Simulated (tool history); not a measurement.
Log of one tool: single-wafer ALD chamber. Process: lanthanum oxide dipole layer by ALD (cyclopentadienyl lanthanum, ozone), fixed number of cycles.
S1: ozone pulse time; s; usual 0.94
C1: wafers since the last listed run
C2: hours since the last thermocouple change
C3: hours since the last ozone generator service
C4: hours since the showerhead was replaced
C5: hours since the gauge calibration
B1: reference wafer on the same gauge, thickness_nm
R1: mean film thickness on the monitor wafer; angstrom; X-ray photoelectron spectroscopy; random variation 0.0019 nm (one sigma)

run	hour	S1	C1	C2	C3	C4	C5	B1	R1
1	0.0	0.94	0	752.8	463.0	6388.0	461.1	0.495	4.53
2	63.5	0.94	927	816.3	526.5	6451.5	524.6	0.495	4.53
3	127.7	0.94	937	880.5	590.7	6515.7	588.8	0.496	4.50
4	193.1	0.94	955	945.9	656.1	6581.1	654.2	0.495	4.53
5	250.5	0.94	838	1003.3	713.5	6638.5	711.6	0.495	4.50
6	309.8	0.94	866	1062.6	772.8	6697.8	770.9	0.495	4.49
7	336.3	0.94	387	1089.1	799.3	6724.3	797.4	0.495	4.50
8	365.5	0.94	426	1118.3	828.5	6753.5	826.6	0.495	4.51
# hour 373.9: ozone generator serviced
9	396.3	1.15	333	1149.1	22.4	6784.3	857.4	0.495	4.94
10	426.9	1.13	447	1179.7	53.0	6814.9	888.0	0.495	4.91
11	491.0	1.12	936	1243.8	117.1	6879.0	952.1	0.495	4.90
12	544.0	1.12	774	1296.8	170.1	6932.0	1005.1	0.495	4.88
# hour 553.0: thermocouple changed; heater temperature recalibrated
13	574.0	1.12	321	21.0	200.1	6962.0	1035.1	0.495	4.87
14	614.5	0.94	591	61.5	240.6	7002.5	1075.6	0.495	4.52
15	652.1	1.05	549	99.1	278.2	7040.1	1113.2	0.495	4.78
16	677.5	1.16	371	124.5	303.6	7065.5	1138.6	0.495	4.96
17	748.9	1.07	1043	195.9	375.0	7136.9	1210.0	0.495	4.78
# hour 757.8: showerhead replaced
18	780.6	1.06	346	227.6	406.7	22.8	1241.7	0.495	4.76
# hour 833.4: gauge calibrated
19	851.7	0.94	1038	298.7	477.8	93.9	18.3	0.495	4.51
20	901.2	0.64	723	348.2	527.3	143.4	67.8	0.495	3.35
21	1116.4	0.73	3143	563.4	742.5	358.6	283.0	0.495	3.79
# hour 1127.0: ozone generator serviced
22	1158.7	0.94	501	605.7	31.7	400.9	325.3	0.495	4.60
23	1228.1	0.94	1013	675.1	101.1	470.3	394.7	0.495	4.58
24	1265.0	0.94	539	712.0	138.0	507.2	431.6	0.495	4.55
25	1309.3	1.04	647	756.3	182.3	551.5	475.9	0.495	4.75
26	1377.1	1.08	990	824.1	250.1	619.3	543.7	0.495	4.81
27	1447.7	1.09	1031	894.7	320.7	689.9	614.3	0.495	4.83
28	1518.5	1.20	1034	965.5	391.5	760.7	685.1	0.495	4.96
29	1562.0	1.10	635	1009.0	435.0	804.2	728.6	0.495	4.82

Hidden state or all else? Some run-to-run changes of R1, split into what the settings, what came in and random variation would give without the hidden state, and what is left for the hidden state (with any gauge scatter that isn't in both results):
The hidden state here: wafer temperature above the value expected at the setpoint (K); ozone dose above that of a generator just serviced (%); gauge reads high (%).
Run 8 -> 9: S1 0.94 -> 1.15, ozone generator serviced. R1 +0.43 angstrom: hidden state +0.08, all else +0.35.
Run 19 -> 20: S1 0.94 -> 0.64. R1 -1.16 angstrom: hidden state -0.03, all else -1.13.
Run 21 -> 22: S1 0.73 -> 0.94, ozone generator serviced. R1 +0.81 angstrom: hidden state +0.10, all else +0.71.
